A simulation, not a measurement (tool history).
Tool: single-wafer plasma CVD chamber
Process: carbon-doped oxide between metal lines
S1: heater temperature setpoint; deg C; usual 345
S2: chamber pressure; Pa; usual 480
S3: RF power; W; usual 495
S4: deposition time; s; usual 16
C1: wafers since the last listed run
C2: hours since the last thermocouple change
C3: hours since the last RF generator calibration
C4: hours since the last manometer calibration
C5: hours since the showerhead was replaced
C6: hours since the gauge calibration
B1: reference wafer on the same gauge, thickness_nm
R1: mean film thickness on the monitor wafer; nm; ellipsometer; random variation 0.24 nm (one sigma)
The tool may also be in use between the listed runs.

Run 1, hour 0: usual settings but S2 437 Pa; C1 0; C2 1218.1; C3 1644.5; C4 1362.1; C5 2; C6 407.4; B1 69.525. Result: R1 76.036 nm.
Run 2, hour 21.1: usual settings but S2 437 Pa; C1 307; C2 1239.2; C3 1665.6; C4 1383.2; C5 23.1; C6 428.5; B1 69.574. Result: R1 76.069 nm.
At hour 34.6: thermocouple changed; heater temperature recalibrated.
Run 3, hour 47: usual settings but S2 437 Pa; C1 260; C2 12.4; C3 1691.5; C4 1409.1; C5 49; C6 454.4; B1 69.449. Result: R1 77.373 nm.
Run 4, hour 60.3: usual settings; C1 193; C2 25.7; C3 1704.8; C4 1422.4; C5 62.3; C6 467.7; B1 69.539. Result: R1 78.089 nm.
Run 5, hour 89.1: usual settings but S2 393 Pa, S4 17.1 s; C1 419; C2 54.5; C3 1733.6; C4 1451.2; C5 91.1; C6 496.5; B1 69.515. Result: R1 81.367 nm.
Run 6, hour 106.9: usual settings; C1 259; C2 72.3; C3 1751.4; C4 1469; C5 108.9; C6 514.3; B1 69.466. Result: R1 77.901 nm.
Run 7, hour 120.8: usual settings but S2 568 Pa; C1 202; C2 86.2; C3 1765.3; C4 1482.9; C5 122.8; C6 528.2; B1 69.525. Result: R1 79.762 nm.
Run 8, hour 143.7: usual settings but S2 416 Pa, S4 13 s; C1 333; C2 109.1; C3 1788.2; C4 1505.8; C5 145.7; C6 551.1; B1 69.401. Result: R1 62.692 nm.
Run 9, hour 169.7: usual settings but S1 337 deg C, S2 437 Pa, S3 550 W; C1 378; C2 135.1; C3 1814.2; C4 1531.8; C5 171.7; C6 577.1; B1 69.537. Result: R1 84.371 nm.
At hour 181.2: RF generator calibrated.
Run 10, hour 205.3: usual settings; C1 402; C2 170.7; C3 24.1; C4 1567.4; C5 207.3; C6 612.7; B1 69.43. Result: R1 81.473 nm.
At hour 206.2: gauge calibrated.
Run 11, hour 234.5: usual settings but S1 350 deg C, S2 449 Pa, S3 405 W; C1 425; C2 199.9; C3 53.3; C4 1596.6; C5 236.5; C6 28.3; B1 69.537. Result: R1 69.513 nm.
Run 12, hour 250.2: usual settings; C1 228; C2 215.6; C3 69; C4 1612.3; C5 252.2; C6 44; B1 69.556. Result: R1 80.81 nm.
Run 13, hour 267.6: usual settings but S1 340 deg C, S3 590 W, S4 13.3 s; C1 253; C2 233; C3 86.4; C4 1629.7; C5 269.6; C6 61.4; B1 69.545. Result: R1 76.012 nm.
Run 14, hour 298.3: usual settings but S2 424 Pa, S3 415 W; C1 447; C2 263.7; C3 117.1; C4 1660.4; C5 300.3; C6 92.1; B1 69.531. Result: R1 71.015 nm.
Run 15, hour 317.4: usual settings; C1 278; C2 282.8; C3 136.2; C4 1679.5; C5 319.4; C6 111.2; B1 69.461. Result: R1 80.972 nm.
Run 16, hour 337.7: usual settings but S1 340 deg C, S3 590 W, S4 13.3 s; C1 295; C2 303.1; C3 156.5; C4 1699.8; C5 339.7; C6 131.5; B1 69.602. Result: R1 75.515 nm.
Run 17, hour 361.9: usual settings; C1 352; C2 327.3; C3 180.7; C4 1724; C5 363.9; C6 155.7; B1 69.483. Result: R1 80.875 nm.
Run 18, hour 388.9: usual settings but S1 340 deg C, S2 512 Pa; C1 393; C2 354.3; C3 207.7; C4 1751; C5 390.9; C6 182.7; B1 69.558. Result: R1 81.999 nm.
At hour 408.2: capacitance manometer re-zeroed and calibrated.
Run 19, hour 424.2: usual settings but S1 339 deg C, S2 433 Pa, S4 14.4 s; C1 397; C2 389.6; C3 243; C4 16; C5 426.2; C6 218; B1 69.456. Result: R1 73.266 nm.
Run 20, hour 508.9: usual settings but S1 333 deg C, S2 524 Pa, S4 17.5 s; C1 1233; C2 474.3; C3 327.7; C4 100.7; C5 510.9; C6 302.7; B1 69.447. Result: R1 92.225 nm.
Run 21, hour 530.3: usual settings but S1 353 deg C, S4 17.9 s; C1 311; C2 495.7; C3 349.1; C4 122.1; C5 532.3; C6 324.1; B1 69.559. Result: R1 87.093 nm.
Run 22, hour 562.1: usual settings but S1 358 deg C, S2 388 Pa, S3 430 W, S4 17.8 s; C1 463; C2 527.5; C3 380.9; C4 153.9; C5 564.1; C6 355.9; B1 69.48. Result: R1 76.347 nm.
Run 23, hour 596.4: usual settings but S1 351 deg C, S2 556 Pa, S3 435 W; C1 499; C2 561.8; C3 415.2; C4 188.2; C5 598.4; C6 390.2; B1 69.4. Result: R1 73.239 nm.
Run 24, hour 624.9: usual settings but S4 16.9 s; C1 415; C2 590.3; C3 443.7; C4 216.7; C5 626.9; C6 418.7; B1 69.491. Result: R1 83.59 nm.
Run 25, hour 651.3: usual settings but S1 335 deg C, S3 550 W; C1 384; C2 616.7; C3 470.1; C4 243.1; C5 653.3; C6 445.1; B1 69.438. Result: R1 88.096 nm.
Run 26, hour 677.5: usual settings but S1 352 deg C; C1 381; C2 642.9; C3 496.3; C4 269.3; C5 679.5; C6 471.3; B1 69.498. Result: R1 78.235 nm.
Run 27, hour 692.5: usual settings but S1 358 deg C, S3 465 W, S4 18.9 s; C1 218; C2 657.9; C3 511.3; C4 284.3; C5 694.5; C6 486.3; B1 69.522. Result: R1 86.676 nm.
Run 28, hour 721.8: usual settings but S1 351 deg C, S3 395 W, S4 17 s; C1 426; C2 687.2; C3 540.6; C4 313.6; C5 723.8; C6 515.6; B1 69.574. Result: R1 70.866 nm.

Forecast each of these 5 alternatives for the next run:
Run A, hour 722.2: usual settings; C1 5; C2 687.6; C3 541; C4 314; C5 724.2; C6 516; B1 ?. Result: R1 ?.
Run B, hour 722.2: usual settings but S2 403 Pa, S3 425 W, S4 14 s; C1 5; C2 687.6; C3 541; C4 314; C5 724.2; C6 516; B1 ?. Result: R1 ?.
Run C, hour 722.2: usual settings but S1 353 deg C, S2 573 Pa, S4 13.5 s; C1 5; C2 687.6; C3 541; C4 314; C5 724.2; C6 516; B1 ?. Result: R1 ?.
Run D, hour 722.2: usual settings but S1 350 deg C, S2 528 Pa, S4 13.2 s; C1 5; C2 687.6; C3 541; C4 314; C5 724.2; C6 516; B1 ?. Result: R1 ?.
Run E, hour 722.2: usual settings but S1 336 deg C, S4 17.3 s; C1 5; C2 687.6; C3 541; C4 314; C5 724.2; C6 516; B1 ?. Result: R1 ?.

run      B1      R1
  A  69.516  80.099
  B  69.516  62.404
  C  69.516  67.615
  D  69.516  66.012
  E  69.516   89.16
Without the tool's hidden state the same runs would have given:
run      R1
  A  82.675
  B  64.558
  C  69.686
  D  68.047
  E  92.206
